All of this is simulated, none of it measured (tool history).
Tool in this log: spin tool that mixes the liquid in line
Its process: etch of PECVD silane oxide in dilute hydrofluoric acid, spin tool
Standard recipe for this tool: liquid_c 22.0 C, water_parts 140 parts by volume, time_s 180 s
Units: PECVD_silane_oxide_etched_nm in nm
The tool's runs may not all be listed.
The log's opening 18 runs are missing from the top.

run	hour	liquid_c	water_parts	time_s	read-back film thickness of the PECVD silane oxide reference wafer, read on the same gauge (nm)	PECVD_silane_oxide_etched_nm
19	285.7	22.0	100	120	120.00	31.97
20	300.7	25.5	140	180	120.01	37.48
21	314.2	22.0	140	120	120.00	21.90
22	321.9	22.0	205	180	119.99	20.91
# hour 334.6: thermometer replaced, repeated, since the last time left the tool worse
23	347.1	18.0	140	90	120.01	12.46
24	362.9	22.0	140	105	120.02	16.90
25	378.3	22.0	180	180	120.02	21.61
26	384.3	22.0	100	120	120.00	28.45
27	398.1	26.5	175	80	120.00	11.89
28	405.4	26.0	185	105	120.00	14.15
29	421.6	19.5	95	180	120.00	41.00
30	432.8	22.0	175	180	119.99	22.30
31	448.1	24.0	140	70	120.01	12.19
32	464.9	24.5	140	180	120.00	32.25

Below are 5 alternative next runs, each starting from the tool's condition after run 32. Predict each:
A	465.4	22.0	115	180	?	?
B	465.4	20.5	140	180	?	?
C	465.4	20.0	140	270	?	?
D	465.4	24.0	140	180	?	?
E	465.4	18.0	70	100	?	?

run	read-back film thickness of the PECVD silane oxide reference wafer, read on the same gauge (nm)	PECVD_silane_oxide_etched_nm
A	120.00	37.04
B	120.00	27.88
C	120.00	40.99
D	120.00	31.96
E	120.00	30.18
With no hidden state in the tool, these same runs would have given:
run	PECVD_silane_oxide_etched_nm
A	36.63
B	27.57
C	40.54
D	31.62
E	29.82

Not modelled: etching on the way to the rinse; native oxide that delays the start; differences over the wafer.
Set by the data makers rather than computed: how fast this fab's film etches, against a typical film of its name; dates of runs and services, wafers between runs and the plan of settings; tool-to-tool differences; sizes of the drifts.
